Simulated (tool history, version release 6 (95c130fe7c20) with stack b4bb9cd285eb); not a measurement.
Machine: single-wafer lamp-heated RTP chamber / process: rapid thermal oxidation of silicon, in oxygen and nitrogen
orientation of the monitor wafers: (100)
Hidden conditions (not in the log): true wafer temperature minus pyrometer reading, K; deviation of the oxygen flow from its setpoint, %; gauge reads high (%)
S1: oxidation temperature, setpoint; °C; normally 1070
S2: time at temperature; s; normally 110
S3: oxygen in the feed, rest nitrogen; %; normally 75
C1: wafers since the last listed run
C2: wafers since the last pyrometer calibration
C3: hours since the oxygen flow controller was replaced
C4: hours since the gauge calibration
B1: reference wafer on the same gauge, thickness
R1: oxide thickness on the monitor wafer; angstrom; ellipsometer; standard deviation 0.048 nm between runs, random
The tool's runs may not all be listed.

run 1 day=0.000 | S1=1070 S2=110 S3=89 | C1=0 C2=1204 C3=3854.4 C4=345.5 | B1=13.006 | R1=124.07
run 2 day=0.296 | S1=1070 S2=110 S3=75 | C1=61 C2=1266 C3=3861.5 C4=352.6 | B1=13.001 | R1=116.32
-- day=0.692 pyrometer window cleaned and pyrometer calibrated
run 3 day=0.846 | S1=1070 S2=110 S3=75 | C1=45 C2=31 C3=3874.7 C4=365.8 | B1=13.000 | R1=117.81
run 4 day=1.217 | S1=1070 S2=110 S3=75 | C1=77 C2=108 C3=3883.6 C4=374.7 | B1=13.002 | R1=116.90
run 5 day=1.900 | S1=1079 S2=110 S3=75 | C1=142 C2=251 C3=3900.0 C4=391.1 | B1=13.008 | R1=123.39
run 6 day=2.271 | S1=1079 S2=110 S3=75 | C1=77 C2=328 C3=3908.9 C4=400.0 | B1=13.002 | R1=123.88
run 7 day=2.583 | S1=1081 S2=110 S3=75 | C1=65 C2=393 C3=3916.4 C4=407.5 | B1=13.006 | R1=125.44
run 8 day=2.938 | S1=1070 S2=110 S3=75 | C1=73 C2=467 C3=3924.9 C4=416.0 | B1=13.020 | R1=117.69
run 9 day=3.571 | S1=1070 S2=110 S3=75 | C1=131 C2=598 C3=3940.1 C4=431.2 | B1=12.994 | R1=117.25
-- day=4.500 gauge calibrated
run 10 day=4.658 | S1=1070 S2=110 S3=94 | C1=226 C2=825 C3=3966.2 C4=3.8 | B1=12.995 | R1=127.46
run 11 day=5.071 | S1=1070 S2=110 S3=94 | C1=85 C2=911 C3=3976.1 C4=13.7 | B1=12.992 | R1=127.10
run 12 day=5.346 | S1=1070 S2=110 S3=75 | C1=57 C2=968 C3=3982.7 C4=20.3 | B1=12.977 | R1=116.58
run 13 day=6.088 | S1=1070 S2=110 S3=75 | C1=154 C2=1122 C3=4000.5 C4=38.1 | B1=12.993 | R1=117.35
run 14 day=6.383 | S1=1054 S2=110 S3=56 | C1=61 C2=1184 C3=4007.6 C4=45.2 | B1=13.002 | R1=93.68
run 15 day=6.908 | S1=1060 S2=84 S3=67 | C1=109 C2=1293 C3=4020.2 C4=57.8 | B1=13.007 | R1=92.76
run 16 day=7.638 | S1=1089 S2=91 S3=97 | C1=151 C2=1445 C3=4037.7 C4=75.3 | B1=13.004 | R1=133.32
-- day=8.175 pyrometer window cleaned and pyrometer calibrated
run 17 day=8.279 | S1=1042 S2=110 S3=75 | C1=64 C2=22 C3=4053.1 C4=90.7 | B1=12.987 | R1=97.13
run 18 day=8.642 | S1=1070 S2=110 S3=87 | C1=75 C2=97 C3=4061.8 C4=99.4 | B1=13.022 | R1=124.16
run 19 day=9.096 | S1=1070 S2=110 S3=75 | C1=94 C2=192 C3=4072.7 C4=110.3 | B1=13.000 | R1=117.06
run 20 day=9.542 | S1=1070 S2=110 S3=75 | C1=92 C2=284 C3=4083.4 C4=121.0 | B1=13.000 | R1=117.08
run 21 day=9.871 | S1=1049 S2=110 S3=75 | C1=68 C2=353 C3=4091.3 C4=128.9 | B1=12.991 | R1=101.52
run 22 day=10.354 | S1=1070 S2=110 S3=75 | C1=100 C2=453 C3=4102.9 C4=140.5 | B1=12.989 | R1=117.10
-- day=10.779 oxygen flow controller replaced
run 23 day=11.000 | S1=1070 S2=70 S3=75 | C1=65 C2=518 C3=5.3 C4=156.0 | B1=13.004 | R1=94.44
run 24 day=11.279 | S1=1083 S2=66 S3=53 | C1=58 C2=577 C3=12.0 C4=162.7 | B1=12.993 | R1=89.43

For run 25, what comes out?
run 25 day=12.450 | S1=1050 S2=69 S3=52 | C1=243 C2=820 C3=40.1 C4=190.8 | B1=? | R1=?

B1: 12.980
R1: 72.26 angstrom
Were there no unlogged condition in the tool, this run, its random variation unchanged, would have produced R1 72.26 angstrom.

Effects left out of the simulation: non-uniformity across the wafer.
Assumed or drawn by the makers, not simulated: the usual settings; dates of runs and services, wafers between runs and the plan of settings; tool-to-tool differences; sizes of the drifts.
